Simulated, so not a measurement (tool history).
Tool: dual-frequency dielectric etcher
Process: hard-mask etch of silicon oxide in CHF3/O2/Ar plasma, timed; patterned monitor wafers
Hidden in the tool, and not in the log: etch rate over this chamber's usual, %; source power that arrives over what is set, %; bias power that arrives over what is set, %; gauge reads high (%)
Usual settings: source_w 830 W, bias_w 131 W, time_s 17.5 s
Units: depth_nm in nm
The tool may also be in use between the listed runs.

| run | hour | source_w | bias_w | time_s | wafers since the last listed run | hours since the last wet clean | hours since the last source power generator calibration | hours since the last bias power generator calibration | hours since the last upper electrode change | hours since the gauge calibration | read-back reference wafer on the same gauge, depth_nm | depth_nm |
|---|---|---|---|---|---|---|---|---|---|---|---|---|
| 1 | 0 | 830 | 131 | 17.5 | 0 | 77 | 1947.6 | 389.1 | 4767.5 | 2280.6 | 34.75 | 34.95 |
| 2 | 99.9 | 830 | 131 | 17.5 | 1412 | 176.9 | 2047.5 | 489 | 4867.4 | 2380.5 | 34.69 | 34.63 |
| 3 | 141.1 | 830 | 131 | 17.5 | 582 | 218.1 | 2088.7 | 530.2 | 4908.6 | 2421.7 | 34.71 | 34.7 |
| 4 | 183.8 | 830 | 131 | 19 | 603 | 260.8 | 2131.4 | 572.9 | 4951.3 | 2464.4 | 34.66 | 37.41 |
| 5 | 229.2 | 770 | 113 | 15.5 | 641 | 306.2 | 2176.8 | 618.3 | 4996.7 | 2509.8 | 34.64 | 28.93 |
| 6 | 283.5 | 620 | 131 | 21 | 767 | 360.5 | 2231.1 | 672.6 | 5051 | 2564.1 | 34.67 | 36.41 |
| 7 | 321 | 1030 | 131 | 19 | 530 | 398 | 2268.6 | 710.1 | 5088.5 | 2601.6 | 34.74 | 40.95 |
| 8 | 425.4 | 730 | 112 | 21 | 1475 | 502.4 | 2373 | 814.5 | 5192.9 | 2706 | 34.68 | 37.6 |
| 9 | 473.1 | 830 | 131 | 22.5 | 674 | 550.1 | 2420.7 | 862.2 | 5240.6 | 2753.7 | 34.71 | 43.6 |
| 10 | 513 | 940 | 112 | 15 | 564 | 590 | 2460.6 | 902.1 | 5280.5 | 2793.6 | 34.67 | 29.86 |
| 11 | 551.2 | 830 | 131 | 17.5 | 539 | 628.2 | 2498.8 | 940.3 | 5318.7 | 2831.8 | 34.65 | 33.64 |
|  | 576.5 | wet clean of the chamber |
|  | 587.5 | source power generator calibrated |
|  | 606.8 | upper electrode replaced |
| 12 | 619.6 | 630 | 157 | 21.5 | 297 | 43.1 | 32.1 | 1008.7 | 12.8 | 2900.2 | 34.68 | 40.34 |
| 13 | 661.8 | 1020 | 113 | 17.5 | 596 | 85.3 | 74.3 | 1050.9 | 55 | 2942.4 | 34.73 | 38.94 |
| 14 | 748.6 | 730 | 115 | 15.5 | 1227 | 172.1 | 161.1 | 1137.7 | 141.8 | 3029.2 | 34.7 | 29.8 |
|  | 794.1 | gauge calibrated |
| 15 | 811.6 | 830 | 131 | 15 | 890 | 235.1 | 224.1 | 1200.7 | 204.8 | 17.5 | 34.76 | 30.61 |
| 16 | 908.3 | 680 | 131 | 17.5 | 1366 | 331.8 | 320.8 | 1297.4 | 301.5 | 114.2 | 34.69 | 32.63 |
| 17 | 978.4 | 1030 | 131 | 17.5 | 990 | 401.9 | 390.9 | 1367.5 | 371.6 | 184.3 | 34.72 | 38.77 |
| 18 | 1064.2 | 970 | 105 | 15.5 | 1212 | 487.7 | 476.7 | 1453.3 | 457.4 | 270.1 | 34.71 | 32.23 |
| 19 | 1130.1 | 830 | 131 | 14 | 931 | 553.6 | 542.6 | 1519.2 | 523.3 | 336 | 34.75 | 28.04 |
| 20 | 1206.5 | 700 | 141 | 14 | 1079 | 630 | 619 | 1595.6 | 599.7 | 412.4 | 34.72 | 25.62 |
| 21 | 1253.9 | 660 | 114 | 20 | 670 | 677.4 | 666.4 | 1643 | 647.1 | 459.8 | 34.65 | 34.89 |
| 22 | 1310 | 830 | 131 | 17.5 | 793 | 733.5 | 722.5 | 1699.1 | 703.2 | 515.9 | 34.69 | 34.38 |
|  | 1347.2 | wet clean of the chamber |
| 23 | 1412.2 | 910 | 100 | 17.5 | 1105 | 65 | 824.7 | 1801.3 | 805.4 | 618.1 | 34.74 | 35.69 |
| 24 | 1492.7 | 830 | 131 | 17.5 | 1137 | 145.5 | 905.2 | 1881.8 | 885.9 | 698.6 | 34.7 | 35.41 |
| 25 | 1584.8 | 830 | 131 | 17.5 | 1301 | 237.6 | 997.3 | 1973.9 | 978 | 790.7 | 34.7 | 35.02 |
| 26 | 1688.5 | 900 | 114 | 14 | 1465 | 341.3 | 1101 | 2077.6 | 1081.7 | 894.4 | 34.72 | 28.26 |
| 27 | 1752.7 | 700 | 122 | 21.5 | 907 | 405.5 | 1165.2 | 2141.8 | 1145.9 | 958.6 | 34.66 | 39.03 |
| 28 | 1838.1 | 830 | 131 | 17.5 | 1207 | 490.9 | 1250.6 | 2227.2 | 1231.3 | 1044 | 34.72 | 34.72 |

5 ways to go on from here, each from the tool as it stands after run 28. What would each give?
| A | 1838.5 | 830 | 131 | 17.5 | 5 | 491.3 | 1251 | 2227.6 | 1231.7 | 1044.4 | ? | ? |
| B | 1838.5 | 1020 | 114 | 19 | 5 | 491.3 | 1251 | 2227.6 | 1231.7 | 1044.4 | ? | ? |
| C | 1838.5 | 830 | 131 | 20 | 5 | 491.3 | 1251 | 2227.6 | 1231.7 | 1044.4 | ? | ? |
| D | 1838.5 | 910 | 131 | 17.5 | 5 | 491.3 | 1251 | 2227.6 | 1231.7 | 1044.4 | ? | ? |
| E | 1838.5 | 830 | 163 | 17.5 | 5 | 491.3 | 1251 | 2227.6 | 1231.7 | 1044.4 | ? | ? |

| run | read-back reference wafer on the same gauge, depth_nm | depth_nm |
|---|---|---|
| A | 34.72 | 34.91 |
| B | 34.72 | 40.7 |
| C | 34.72 | 39.9 |
| D | 34.72 | 36.37 |
| E | 34.72 | 36.19 |
Without the tool's hidden state the same runs would have given:
| run | depth_nm |
|---|---|
| A | 36.43 |
| B | 42.47 |
| C | 41.64 |
| D | 37.95 |
| E | 37.75 |
